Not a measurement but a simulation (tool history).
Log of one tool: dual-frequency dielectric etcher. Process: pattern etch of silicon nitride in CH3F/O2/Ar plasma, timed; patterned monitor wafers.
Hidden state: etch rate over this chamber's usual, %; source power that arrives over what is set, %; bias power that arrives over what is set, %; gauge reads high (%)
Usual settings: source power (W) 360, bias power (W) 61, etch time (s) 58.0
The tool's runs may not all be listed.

| run | hour | source power (W) | bias power (W) | etch time (s) | wafers since the last listed run | hours since the last wet clean | hours since the last source power generator calibration | hours since the last bias power generator calibration | hours since the last upper electrode change | hours since the gauge calibration | read-back reference wafer on the same gauge, depth_nm | mean etch depth across the wafer (Å) |
|---|---|---|---|---|---|---|---|---|---|---|---|---|
| 1 | 0.0 | 360 | 61 | 58.0 | 0 | 678.9 | 1407.6 | 1221.3 | 3267.4 | 974.9 | 35.98 | 371.5 |
|  | 7.5 | wet clean of the chamber |
| 2 | 187.0 | 360 | 61 | 58.0 | 1205 | 179.5 | 1594.6 | 1408.3 | 3454.4 | 1161.9 | 35.99 | 383.6 |
| 3 | 249.3 | 360 | 61 | 58.0 | 418 | 241.8 | 1656.9 | 1470.6 | 3516.7 | 1224.2 | 36.00 | 382.2 |
| 4 | 347.3 | 360 | 52 | 50.0 | 658 | 339.8 | 1754.9 | 1568.6 | 3614.7 | 1322.2 | 35.99 | 302.6 |
| 5 | 425.2 | 360 | 52 | 50.0 | 523 | 417.7 | 1832.8 | 1646.5 | 3692.6 | 1400.1 | 36.01 | 302.1 |
| 6 | 533.1 | 360 | 61 | 50.0 | 724 | 525.6 | 1940.7 | 1754.4 | 3800.5 | 1508.0 | 35.98 | 324.1 |
| 7 | 582.7 | 360 | 61 | 50.0 | 333 | 575.2 | 1990.3 | 1804.0 | 3850.1 | 1557.6 | 36.00 | 324.3 |
|  | 629.2 | gauge calibrated |
| 8 | 677.9 | 360 | 51 | 58.0 | 639 | 670.4 | 2085.5 | 1899.2 | 3945.3 | 48.7 | 35.98 | 346.1 |
|  | 710.1 | wet clean of the chamber |
| 9 | 762.1 | 360 | 51 | 58.0 | 404 | 52.0 | 2169.7 | 1983.4 | 4029.5 | 132.9 | 35.99 | 352.1 |
|  | 835.9 | upper electrode replaced |
| 10 | 836.4 | 360 | 51 | 58.0 | 337 | 126.3 | 2244.0 | 2057.7 | 0.5 | 207.2 | 36.00 | 350.7 |
| 11 | 868.3 | 360 | 61 | 58.0 | 214 | 158.2 | 2275.9 | 2089.6 | 32.4 | 239.1 | 36.02 | 383.0 |
| 12 | 975.6 | 320 | 61 | 58.0 | 720 | 265.5 | 2383.2 | 2196.9 | 139.7 | 346.4 | 36.00 | 368.8 |
| 13 | 1026.4 | 430 | 69 | 48.0 | 341 | 316.3 | 2434.0 | 2247.7 | 190.5 | 397.2 | 35.99 | 353.1 |
|  | 1052.2 | source power generator calibrated |
|  | 1129.1 | bias power generator calibrated |
| 14 | 1129.6 | 360 | 76 | 51.5 | 639 | 419.5 | 77.4 | 0.5 | 293.7 | 500.4 | 36.03 | 368.5 |
| 15 | 1184.9 | 330 | 61 | 67.5 | 371 | 474.8 | 132.7 | 55.8 | 349.0 | 555.7 | 35.98 | 425.9 |
| 16 | 1247.3 | 300 | 61 | 58.0 | 419 | 537.2 | 195.1 | 118.2 | 411.4 | 618.1 | 35.99 | 353.4 |
| 17 | 1294.9 | 420 | 68 | 74.5 | 319 | 584.8 | 242.7 | 165.8 | 459.0 | 665.7 | 36.01 | 527.5 |
| 18 | 1378.6 | 360 | 61 | 58.0 | 562 | 668.5 | 326.4 | 249.5 | 542.7 | 749.4 | 35.98 | 368.7 |
|  | 1418.1 | wet clean of the chamber |
| 19 | 1418.6 | 360 | 61 | 50.0 | 107 | 0.5 | 366.4 | 289.5 | 582.7 | 789.4 | 35.97 | 329.1 |
| 20 | 1462.3 | 410 | 66 | 71.5 | 293 | 44.2 | 410.1 | 333.2 | 626.4 | 833.1 | 35.99 | 513.6 |
| 21 | 1565.9 | 270 | 73 | 73.0 | 696 | 147.8 | 513.7 | 436.8 | 730.0 | 936.7 | 36.03 | 481.5 |
| 22 | 1853.2 | 360 | 61 | 70.5 | 1930 | 435.1 | 801.0 | 724.1 | 1017.3 | 1224.0 | 36.03 | 459.7 |
| 23 | 1901.9 | 340 | 61 | 44.5 | 327 | 483.8 | 849.7 | 772.8 | 1066.0 | 1272.7 | 36.02 | 285.5 |

Hidden state at the last listed run before each entry between runs and at the first one after, where it differs:
Between runs 1 and 2: wet clean of the chamber (hour 7.5)
  etch rate over this chamber's usual, %: -3.45 -> -0.582; source power that arrives over what is set, %: 2.03 -> 2.44
  measured less the result without the state, mean etch depth across the wafer (Å): -10.9 -> +0.5
Between runs 7 and 8: gauge calibrated (hour 629.2)
  etch rate over this chamber's usual, %: -2.27 -> -2.68; source power that arrives over what is set, %: 3.3 -> 3.51
  measured less the result without the state, mean etch depth across the wafer (Å): -4.4 -> -5.8
Between runs 8 and 9: wet clean of the chamber (hour 710.1)
  etch rate over this chamber's usual, %: -2.68 -> -0.639; source power that arrives over what is set, %: 3.51 -> 3.69
  measured less the result without the state, mean etch depth across the wafer (Å): -5.8 -> +1.6
Between runs 9 and 10: upper electrode replaced (hour 835.9)
  etch rate over this chamber's usual, %: -0.639 -> -0.956; source power that arrives over what is set, %: 3.69 -> 3.85
  measured less the result without the state, mean etch depth across the wafer (Å): +1.6 -> +0.7
Between runs 13 and 14: source power generator calibrated (hour 1052.2); bias power generator calibrated (hour 1129.1)
  etch rate over this chamber's usual, %: -1.77 -> -2.21; source power that arrives over what is set, %: 4.26 -> 0.453
  measured less the result without the state, mean etch depth across the wafer (Å): -1.9 -> -7.9
Between runs 18 and 19: wet clean of the chamber (hour 1418.1)
  etch rate over this chamber's usual, %: -3.27 -> 0.000313; source power that arrives over what is set, %: 0.993 -> 1.08
  measured less the result without the state, mean etch depth across the wafer (Å): -11.3 -> +1.1

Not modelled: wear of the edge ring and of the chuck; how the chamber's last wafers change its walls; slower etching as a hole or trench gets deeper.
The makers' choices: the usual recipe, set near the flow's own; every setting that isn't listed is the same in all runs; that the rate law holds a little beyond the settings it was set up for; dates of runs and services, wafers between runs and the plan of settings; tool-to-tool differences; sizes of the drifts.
